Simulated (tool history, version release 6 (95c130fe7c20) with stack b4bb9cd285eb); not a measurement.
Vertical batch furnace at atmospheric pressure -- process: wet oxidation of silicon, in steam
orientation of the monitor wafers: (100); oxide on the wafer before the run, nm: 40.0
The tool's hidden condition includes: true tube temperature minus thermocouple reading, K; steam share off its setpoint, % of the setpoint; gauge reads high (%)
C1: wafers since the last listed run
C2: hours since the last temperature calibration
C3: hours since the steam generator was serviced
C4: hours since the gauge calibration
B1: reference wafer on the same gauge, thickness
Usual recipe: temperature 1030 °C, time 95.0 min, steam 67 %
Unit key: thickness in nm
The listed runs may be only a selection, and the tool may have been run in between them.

{"run": 1, "hour": 0.0, "temperature": 1036, "time": 95.0, "steam": 72, "C1": 0, "C2": 2223.8, "C3": 765.0, "C4": 834.1, "B1": 606.01, "thickness": 616.84}
{"run": 2, "hour": 66.1, "temperature": 1030, "time": 65.0, "steam": 74, "C1": 803, "C2": 2289.9, "C3": 831.1, "C4": 900.2, "B1": 606.32, "thickness": 482.84}
{"run": 3, "hour": 101.2, "temperature": 1030, "time": 95.0, "steam": 67, "C1": 426, "C2": 2325.0, "C3": 866.2, "C4": 935.3, "B1": 606.01, "thickness": 571.4}
{"run": 4, "hour": 140.9, "temperature": 1030, "time": 95.0, "steam": 67, "C1": 482, "C2": 2364.7, "C3": 905.9, "C4": 975.0, "B1": 606.08, "thickness": 568.85}
{"run": 5, "hour": 169.4, "temperature": 1030, "time": 95.0, "steam": 67, "C1": 346, "C2": 2393.2, "C3": 934.4, "C4": 1003.5, "B1": 605.68, "thickness": 571.41}
{"run": 6, "hour": 285.9, "temperature": 1030, "time": 95.0, "steam": 67, "C1": 1415, "C2": 2509.7, "C3": 1050.9, "C4": 1120.0, "B1": 606.41, "thickness": 570.79}
{"run": 7, "hour": 339.2, "temperature": 1030, "time": 95.0, "steam": 67, "C1": 647, "C2": 2563.0, "C3": 1104.2, "C4": 1173.3, "B1": 605.62, "thickness": 568.44}
{"run": 8, "hour": 392.9, "temperature": 1030, "time": 95.0, "steam": 67, "C1": 652, "C2": 2616.7, "C3": 1157.9, "C4": 1227.0, "B1": 605.59, "thickness": 565.61}
{"run": 9, "hour": 417.4, "temperature": 1038, "time": 95.0, "steam": 67, "C1": 297, "C2": 2641.2, "C3": 1182.4, "C4": 1251.5, "B1": 606.44, "thickness": 591.44}
{"hour": 474.8, "done": "thermocouples replaced and temperature profile calibrated"}
{"run": 10, "hour": 475.3, "temperature": 1038, "time": 95.0, "steam": 67, "C1": 411, "C2": 0.5, "C3": 1240.3, "C4": 1309.4, "B1": 606.33, "thickness": 576.93}
{"run": 11, "hour": 503.2, "temperature": 1030, "time": 95.0, "steam": 67, "C1": 339, "C2": 28.4, "C3": 1268.2, "C4": 1337.3, "B1": 605.8, "thickness": 551.51}
{"run": 12, "hour": 555.7, "temperature": 1030, "time": 95.0, "steam": 67, "C1": 637, "C2": 80.9, "C3": 1320.7, "C4": 1389.8, "B1": 605.88, "thickness": 551.36}
{"run": 13, "hour": 591.4, "temperature": 1050, "time": 131.5, "steam": 67, "C1": 433, "C2": 116.6, "C3": 1356.4, "C4": 1425.5, "B1": 605.87, "thickness": 735.34}
{"run": 14, "hour": 616.9, "temperature": 1030, "time": 95.0, "steam": 67, "C1": 309, "C2": 142.1, "C3": 1381.9, "C4": 1451.0, "B1": 606.05, "thickness": 548.06}
{"hour": 642.6, "done": "gauge calibrated"}
{"run": 15, "hour": 671.9, "temperature": 1030, "time": 95.0, "steam": 67, "C1": 668, "C2": 197.1, "C3": 1436.9, "C4": 29.3, "B1": 605.73, "thickness": 548.85}
{"hour": 705.7, "done": "steam generator serviced"}
{"run": 16, "hour": 706.2, "temperature": 1021, "time": 119.5, "steam": 56, "C1": 125, "C2": 231.4, "C3": 0.5, "C4": 63.6, "B1": 606.64, "thickness": 563.03}
{"run": 17, "hour": 773.2, "temperature": 1030, "time": 95.0, "steam": 67, "C1": 814, "C2": 298.4, "C3": 67.5, "C4": 130.6, "B1": 605.73, "thickness": 573.9}

Expected results for the next run?
{"run": 18, "hour": 842.6, "temperature": 1030, "time": 69.0, "steam": 74, "C1": 843, "C2": 367.8, "C3": 136.9, "C4": 200.0, "B1": "?", "thickness": "?"}

Run 18 measured B1 606.52, thickness 501.58 nm.
If the tool had no hidden condition, the same run with the same run-to-run variation would have returned thickness 499.07 nm.
